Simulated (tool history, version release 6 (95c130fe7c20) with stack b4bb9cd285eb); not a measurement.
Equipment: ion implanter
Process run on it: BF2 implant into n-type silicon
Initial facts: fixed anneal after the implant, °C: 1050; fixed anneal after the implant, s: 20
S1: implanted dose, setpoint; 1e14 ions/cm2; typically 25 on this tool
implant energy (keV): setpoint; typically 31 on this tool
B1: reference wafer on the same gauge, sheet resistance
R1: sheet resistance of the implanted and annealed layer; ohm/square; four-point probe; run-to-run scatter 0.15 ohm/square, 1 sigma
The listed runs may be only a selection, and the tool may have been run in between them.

{"run": 1, "hour": 0.0, "S1": 20.84, "implant energy (keV)": 31, "B1": 107.99, "R1": 103.27}
{"run": 2, "hour": 27.9, "S1": 20.84, "implant energy (keV)": 31, "B1": 107.97, "R1": 103.28}
{"run": 3, "hour": 56.7, "S1": 20.84, "implant energy (keV)": 31, "B1": 108.02, "R1": 103.22}
{"run": 4, "hour": 87.4, "S1": 25, "implant energy (keV)": 26.5, "B1": 107.97, "R1": 106.05}
{"run": 5, "hour": 100.7, "S1": 25, "implant energy (keV)": 26.5, "B1": 108.05, "R1": 106.08}
{"run": 6, "hour": 155.6, "S1": 25, "implant energy (keV)": 31, "B1": 108.05, "R1": 100.57}
{"run": 7, "hour": 184.2, "S1": 25, "implant energy (keV)": 31, "B1": 107.98, "R1": 100.2}
{"run": 8, "hour": 200.0, "S1": 25, "implant energy (keV)": 31, "B1": 108.07, "R1": 100.13}
{"run": 9, "hour": 238.0, "S1": 25, "implant energy (keV)": 31, "B1": 108.04, "R1": 100.42}
{"run": 10, "hour": 272.9, "S1": 25, "implant energy (keV)": 31, "B1": 108.02, "R1": 100.5}
{"run": 11, "hour": 295.8, "S1": 30.84, "implant energy (keV)": 31, "B1": 108.03, "R1": 98.03}
{"run": 12, "hour": 309.9, "S1": 30.84, "implant energy (keV)": 31, "B1": 108.03, "R1": 97.86}
{"run": 13, "hour": 328.1, "S1": 25, "implant energy (keV)": 24, "B1": 107.98, "R1": 110.26}
{"run": 14, "hour": 360.2, "S1": 25, "implant energy (keV)": 24, "B1": 107.99, "R1": 110.09}
{"run": 15, "hour": 389.1, "S1": 25, "implant energy (keV)": 24, "B1": 108.01, "R1": 110.15}
{"run": 16, "hour": 484.3, "S1": 25, "implant energy (keV)": 31, "B1": 108.03, "R1": 100.79}
{"run": 17, "hour": 507.0, "S1": 28.6, "implant energy (keV)": 34, "B1": 108, "R1": 95.25}
{"run": 18, "hour": 539.7, "S1": 27.72, "implant energy (keV)": 39.5, "B1": 107.93, "R1": 89.77}
{"run": 19, "hour": 561.6, "S1": 21.13, "implant energy (keV)": 20, "B1": 107.94, "R1": 120.42}
{"run": 20, "hour": 578.4, "S1": 25, "implant energy (keV)": 31, "B1": 108, "R1": 100.3}
{"run": 21, "hour": 613.3, "S1": 25, "implant energy (keV)": 31, "B1": 107.97, "R1": 100.63}
{"run": 22, "hour": 653.4, "S1": 18.39, "implant energy (keV)": 35.5, "B1": 108.08, "R1": 101.66}
{"run": 23, "hour": 718.3, "S1": 20.56, "implant energy (keV)": 24.5, "B1": 107.98, "R1": 112.23}
{"run": 24, "hour": 767.7, "S1": 25, "implant energy (keV)": 22.5, "B1": 108.03, "R1": 112.36}
{"run": 25, "hour": 822.4, "S1": 30.6, "implant energy (keV)": 34, "B1": 107.96, "R1": 94.27}
{"run": 26, "hour": 855.9, "S1": 22.7, "implant energy (keV)": 38, "B1": 108.03, "R1": 93.85}
{"run": 27, "hour": 869.1, "S1": 25, "implant energy (keV)": 36.5, "B1": 108, "R1": 93.92}
{"run": 28, "hour": 888.7, "S1": 22.7, "implant energy (keV)": 38, "B1": 108.06, "R1": 94.28}
{"run": 29, "hour": 922.6, "S1": 32.33, "implant energy (keV)": 31, "B1": 107.92, "R1": 97.25}
{"run": 30, "hour": 949.5, "S1": 18.58, "implant energy (keV)": 31, "B1": 108.03, "R1": 106.36}
{"run": 31, "hour": 980.6, "S1": 25, "implant energy (keV)": 26.5, "B1": 108.06, "R1": 106.41}
{"run": 32, "hour": 995.3, "S1": 19.82, "implant energy (keV)": 22.5, "B1": 108.06, "R1": 117.18}

Missing from the log above: 3 entries noted between runs. For each, name the pair of listed runs it sits between and say how the tool's hidden condition differs from the listed run just before to the listed run just after:
Run 14 -> run 15: gauge calibrated (hour 374.9); extraction supply calibrated (hour 388.6)
  deviation of the true dose from the Faraday cup's reading, %: -2.63 -> -2.81
  difference, measured minus the result without the unlogged condition, R1: +0.37 -> +0.4 ohm/square
Run 21 -> run 22: Faraday cup replaced and dose calibrated (hour 652.9)
  deviation of the true dose from the Faraday cup's reading, %: -4.23 -> -0.327
  difference, measured minus the result without the unlogged condition, R1: +0.61 -> +0.09 ohm/square
